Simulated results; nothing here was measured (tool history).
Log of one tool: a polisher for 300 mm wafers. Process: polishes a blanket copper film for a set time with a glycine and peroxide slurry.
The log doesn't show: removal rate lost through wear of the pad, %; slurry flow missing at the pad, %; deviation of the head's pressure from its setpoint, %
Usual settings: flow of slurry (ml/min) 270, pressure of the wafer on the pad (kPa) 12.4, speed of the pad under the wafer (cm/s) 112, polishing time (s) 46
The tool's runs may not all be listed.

run,hour,flow of slurry (ml/min),pressure of the wafer on the pad (kPa),speed of the pad under the wafer (cm/s),polishing time (s),wafers since the last listed run,wafers polished on this pad,hours since the slurry nozzle was cleaned,hours since the head pressure was calibrated,"incoming thickness of the incoming film, nm",film removed (Å)
1,0,205,12.4,112,46,0,1882,188,54.5,1317.6,1936
2,81.1,205,12.4,112,46,791,2674,269.1,135.6,1342.5,1913
3,173,205,12.4,112,46,896,3571,361,227.5,1348.5,1918
4,273,325,12.4,112,46,975,4547,461,327.5,1339.8,1941
5,329.2,325,12.4,112,46,548,5095,517.2,383.7,1365.7,1938
# hour 364.7: worn pad replaced by a new one
6,383.7,270,12.4,112,55,492,185,571.7,438.2,1340.7,2146
# hour 440.3: slurry nozzle cleaned
7,451.2,270,12.4,112,55,648,834,10.9,505.7,1343.1,2163
8,503.7,220,12.4,112,46,512,1346,63.4,558.2,1356.8,1749
# hour 523.1: head pressure recalibrated
9,562.3,220,12.4,112,46,552,1898,122,39.2,1341,1745
10,648.2,220,12.4,112,46,838,2737,207.9,125.1,1370.8,1730
11,746.6,230,12.4,82,46,960,3697,306.3,223.5,1349.8,1366
12,822.9,230,12.4,82,46,744,4442,382.6,299.8,1345.8,1364
13,899.3,270,12.4,112,46,745,5187,459,376.2,1353.3,1713
# hour 917.6: worn pad replaced by a new one, repeated, since the last time left the tool worse
14,1001.6,270,12.4,112,46,959,820,561.3,478.5,1346.8,1997
# hour 1015.3: slurry nozzle cleaned
# hour 1047.8: head pressure recalibrated
15,1108.4,270,12.4,112,46,1013,1833,93.1,60.6,1332.8,1969
16,1150.4,270,11,86,46,409,2242,135.1,102.6,1360.3,1532
17,1209.6,270,11,86,46,577,2820,194.3,161.8,1328.2,1509
18,1311,270,12.4,112,46,989,3810,295.7,263.2,1361.8,1920
19,1403.3,270,9,96,46,900,4711,388,355.5,1326.6,1488
# hour 1486.8: worn pad replaced by a new one
20,1509.4,270,12.4,112,46,996,220,494.1,461.6,1354.7,2022
# hour 1523.3: slurry nozzle cleaned
21,1590.7,310,11,112,55,783,1004,67.4,542.9,1337.9,2229
# hour 1596.4: head pressure recalibrated
22,1632.9,230,12.4,76,40,392,1396,109.6,36.5,1347.4,1283
23,1686.8,270,9.7,146,46,526,1922,163.5,90.4,1339.1,2146
24,1751,270,12.4,112,46,626,2549,227.7,154.6,1346.7,1936
25,1802.1,190,11,88,37,498,3047,278.8,205.7,1338.2,1211
26,1870.4,270,10.3,122,51,666,3714,347.1,274,1332,2073
27,1931.3,270,12.4,112,46,594,4308,408,334.9,1339.5,1922
# hour 1974: worn pad replaced by a new one
28,2002.6,220,12.4,92,37,656,278,479.3,406.2,1349.5,1370
29,2079.8,205,12.4,112,46,753,1032,556.5,483.4,1353.6,1938
# hour 2117.5: slurry nozzle cleaned
# hour 2152.7: head pressure recalibrated
30,2172.6,270,9.7,124,54,876,1908,55.1,19.9,1341,2268
31,2261.7,315,9.7,126,46,869,2778,144.2,109,1361.2,1924
32,2334.4,235,15.2,132,54,709,3487,216.9,181.7,1326.1,2824
33,2410.9,360,8.3,112,46,746,4234,293.4,258.2,1351.9,1661
34,2498.7,340,12.4,112,46,856,5091,381.2,346,1361.8,1951
# hour 2544.3: worn pad replaced by a new one
35,2591.5,270,12.4,112,46,866,460,474,438.8,1332.1,1983
# hour 2664.4: head pressure recalibrated
# hour 2706: slurry nozzle cleaned
36,2711.3,270,12.4,112,46,1139,1600,5.3,46.9,1342.2,1932

Forecast each of these 4 alternatives for the next run:
A,2711.7,245,12.4,112,46,3,1603,5.7,47.3,1348.9,?
B,2711.7,270,13.8,112,37,3,1603,5.7,47.3,1348.9,?
C,2711.7,270,12.4,112,54,3,1603,5.7,47.3,1348.9,?
D,2711.7,270,13.8,112,42,3,1603,5.7,47.3,1348.9,?

run,film removed (Å)
A,1941
B,1653
C,2294
D,1877
Without the tool's hidden state the same runs would have given:
run,film removed (Å)
A,2002
B,1706
C,2367
D,1936

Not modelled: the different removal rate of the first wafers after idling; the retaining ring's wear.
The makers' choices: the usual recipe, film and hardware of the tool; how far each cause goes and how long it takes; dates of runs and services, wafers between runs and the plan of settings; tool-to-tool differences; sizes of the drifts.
